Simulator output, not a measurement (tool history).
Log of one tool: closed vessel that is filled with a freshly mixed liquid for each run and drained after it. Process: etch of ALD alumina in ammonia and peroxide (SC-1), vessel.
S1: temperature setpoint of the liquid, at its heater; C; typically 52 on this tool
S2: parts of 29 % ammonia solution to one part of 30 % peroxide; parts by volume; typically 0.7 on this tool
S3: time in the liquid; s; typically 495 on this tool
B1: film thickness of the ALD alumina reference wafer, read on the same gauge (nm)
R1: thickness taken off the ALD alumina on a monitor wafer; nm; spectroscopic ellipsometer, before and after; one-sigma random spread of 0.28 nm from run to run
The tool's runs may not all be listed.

run 1 hour=0 | S1=52 S2=0.95 S3=495 | B1=149.99 | R1=45.96
run 2 hour=21.3 | S1=52 S2=0.95 S3=495 | B1=150 | R1=46.36
run 3 hour=37.9 | S1=52 S2=0.95 S3=495 | B1=150 | R1=46.44
run 4 hour=50.5 | S1=52 S2=0.5 S3=495 | B1=150.02 | R1=44.32
run 5 hour=69.1 | S1=48 S2=0.7 S3=495 | B1=149.98 | R1=36.72
run 6 hour=101.5 | S1=48 S2=0.7 S3=495 | B1=150 | R1=36.38
run 7 hour=129.4 | S1=52 S2=0.7 S3=495 | B1=149.98 | R1=45.72
run 8 hour=148.6 | S1=52 S2=0.7 S3=495 | B1=150 | R1=46.24
run 9 hour=166 | S1=52 S2=0.7 S3=645 | B1=149.99 | R1=59.16
-- hour=194.7 ammonia flow meter replaced
run 10 hour=195.2 | S1=52 S2=0.7 S3=670 | B1=150.01 | R1=62.32
run 11 hour=226.1 | S1=52 S2=0.5 S3=495 | B1=149.99 | R1=44.38
run 12 hour=242.9 | S1=52 S2=0.7 S3=735 | B1=149.98 | R1=68.29
-- hour=252.5 new drum of ammonia solution connected
run 13 hour=254.9 | S1=52 S2=0.7 S3=495 | B1=150 | R1=45.56
-- hour=269.2 gauge calibrated
-- hour=279.4 thermometer replaced
run 14 hour=297.1 | S1=52 S2=0.45 S3=295 | B1=149.99 | R1=22.31
run 15 hour=314 | S1=46.5 S2=0.9 S3=235 | B1=150 | R1=13.89
run 16 hour=341.3 | S1=52 S2=0.8 S3=615 | B1=150.01 | R1=49.52
run 17 hour=366.8 | S1=52 S2=0.7 S3=495 | B1=149.99 | R1=39.04
run 18 hour=386.6 | S1=45.5 S2=0.7 S3=495 | B1=150 | R1=27.46

Had the tool no unlogged condition, and each run kept its random variation, what would the results have been?
Hidden conditions of the tool in this case: liquid hotter than its thermometer reads (K); ammonia flow below the setpoint (%); ammonia solution weaker than its label (%); gauge reads high (%).
run=1 R1=39.57
run=2 R1=39.83
run=3 R1=39.85
run=4 R1=37.96
run=5 R1=31.27
run=6 R1=30.9
run=7 R1=38.9
run=8 R1=39.26
run=9 R1=50.15
run=10 R1=52.69
run=11 R1=37.42
run=12 R1=57.49
run=13 R1=38.31
run=14 R1=22.18
run=15 R1=13.78
run=16 R1=49.04
run=17 R1=38.56
run=18 R1=27.06

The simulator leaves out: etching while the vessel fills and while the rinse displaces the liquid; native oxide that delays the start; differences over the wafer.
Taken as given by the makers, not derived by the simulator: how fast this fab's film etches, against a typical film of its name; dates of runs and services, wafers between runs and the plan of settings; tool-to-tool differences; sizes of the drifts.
